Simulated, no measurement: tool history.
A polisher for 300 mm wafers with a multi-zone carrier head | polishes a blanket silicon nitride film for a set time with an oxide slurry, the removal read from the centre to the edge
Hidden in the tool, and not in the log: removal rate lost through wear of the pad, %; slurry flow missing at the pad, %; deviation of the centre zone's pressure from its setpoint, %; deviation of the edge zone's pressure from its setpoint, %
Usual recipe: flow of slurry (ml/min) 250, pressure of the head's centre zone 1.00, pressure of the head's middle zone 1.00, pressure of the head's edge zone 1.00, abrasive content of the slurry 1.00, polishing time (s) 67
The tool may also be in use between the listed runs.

run	day	flow of slurry (ml/min)	pressure of the head's centre zone	pressure of the head's middle zone	pressure of the head's edge zone	abrasive content of the slurry	polishing time (s)	wafers since the last listed run	wafers polished on this pad	hours since the slurry nozzle was cleaned	hours since the centre zone pressure was calibrated	hours since the edge zone pressure was calibrated	hours since the carrier head's membrane was replaced	incoming thickness of the incoming film, nm	film removed at the wafer's centre (angstrom)	film removed at mid-radius (angstrom)	film removed at the wafer's edge (angstrom)
1	0.000	205	1.00	1.00	1.00	0.80	67	0	1537	299.9	1305.1	40.2	1608.2	420.7	290	324	339
2	0.746	250	1.00	1.00	1.00	1.00	67	196	1733	317.8	1323.0	58.1	1626.1	423.2	325	353	370
3	1.975	250	1.00	1.00	1.00	1.00	67	324	2058	347.3	1352.5	87.6	1655.6	418.3	318	356	366
4	2.817	250	1.07	1.00	1.00	1.00	67	222	2280	367.5	1372.7	107.8	1675.8	419.1	343	357	368
# day 3.192: worn pad replaced by a new one
5	4.233	250	1.07	1.00	1.00	1.00	67	329	274	401.5	1406.7	141.8	1709.8	421.1	345	354	371
6	5.067	250	1.07	1.00	1.00	1.00	67	219	494	421.5	1426.7	161.8	1729.8	424.7	343	356	364
# day 5.608: centre zone pressure recalibrated
7	6.333	225	0.91	1.00	1.00	1.00	54	312	806	451.9	17.4	192.2	1760.2	425.0	264	283	301
# day 7.604: carrier head's membrane replaced by a new one
8	7.717	300	1.11	1.00	1.05	0.90	67	309	1116	485.1	50.6	225.4	2.7	420.5	399	348	364
9	8.342	250	1.00	1.08	1.12	0.70	67	164	1281	500.1	65.6	240.4	17.7	427.5	317	343	330
10	9.188	250	0.91	0.89	0.97	1.00	55	223	1504	520.4	85.9	260.7	38.0	413.4	266	262	294
# day 9.858: slurry nozzle cleaned
11	10.592	290	0.92	1.00	1.00	1.25	67	359	1863	17.6	119.6	294.4	71.7	422.1	359	383	389
# day 12.267: worn pad replaced by a new one
12	15.042	305	0.92	0.96	1.00	1.15	67	1129	732	124.4	226.4	401.2	178.5	419.3	345	368	392
13	16.083	250	1.00	1.00	1.00	1.00	67	274	1006	149.4	251.4	426.2	203.5	416.7	346	356	362
14	17.304	205	1.00	1.00	1.10	1.00	67	322	1328	178.7	280.7	455.5	232.8	425.6	337	347	365
15	18.004	250	1.10	1.04	1.00	1.00	67	184	1513	195.5	297.5	472.3	249.6	423.4	379	364	366
# day 19.096: edge zone pressure recalibrated
16	19.117	250	1.00	1.00	1.00	1.00	67	271	1785	222.2	324.2	0.5	276.3	418.5	342	355	364
17	19.817	300	1.11	1.00	1.05	0.90	67	184	1969	239.0	341.0	17.3	293.1	415.4	380	351	367
18	20.808	250	0.96	1.00	1.00	0.90	67	261	2231	262.8	364.8	41.1	316.9	418.0	319	345	354
# day 21.262: worn pad replaced by a new one
19	22.071	205	1.00	1.00	1.10	1.00	67	289	213	293.1	395.1	71.4	347.2	414.9	329	348	376
20	23.358	250	1.00	1.00	1.00	1.00	67	339	553	324.0	426.0	102.3	378.1	427.7	344	361	371
21	23.983	250	1.00	1.00	1.00	1.00	67	164	717	339.0	441.0	117.3	393.1	418.3	340	358	375
22	24.521	250	1.00	1.00	1.10	1.30	67	141	859	351.9	453.9	130.2	406.0	422.0	372	389	407
23	25.596	250	1.00	1.00	1.00	0.80	67	283	1143	377.7	479.7	156.0	431.8	423.6	316	331	349

Each row is a separate what-if for the run after 23, all from the same tool condition, not one after another. Results?
A	25.612	250	1.00	1.00	1.00	1.00	67	4	1147	378.1	480.1	156.4	432.2	425.0	?	?	?
B	25.612	250	1.00	1.00	0.96	1.00	67	4	1147	378.1	480.1	156.4	432.2	425.0	?	?	?
C	25.612	250	0.94	1.00	1.00	1.00	67	4	1147	378.1	480.1	156.4	432.2	425.0	?	?	?

run	film removed at the wafer's centre (angstrom)	film removed at mid-radius (angstrom)	film removed at the wafer's edge (angstrom)
A	342	360	355
B	342	360	350
C	321	360	355
Had the tool no hidden state, the same runs would have come out as:
run	film removed at the wafer's centre (angstrom)	film removed at mid-radius (angstrom)	film removed at the wafer's edge (angstrom)
A	373	360	355
B	373	360	350
C	351	360	355

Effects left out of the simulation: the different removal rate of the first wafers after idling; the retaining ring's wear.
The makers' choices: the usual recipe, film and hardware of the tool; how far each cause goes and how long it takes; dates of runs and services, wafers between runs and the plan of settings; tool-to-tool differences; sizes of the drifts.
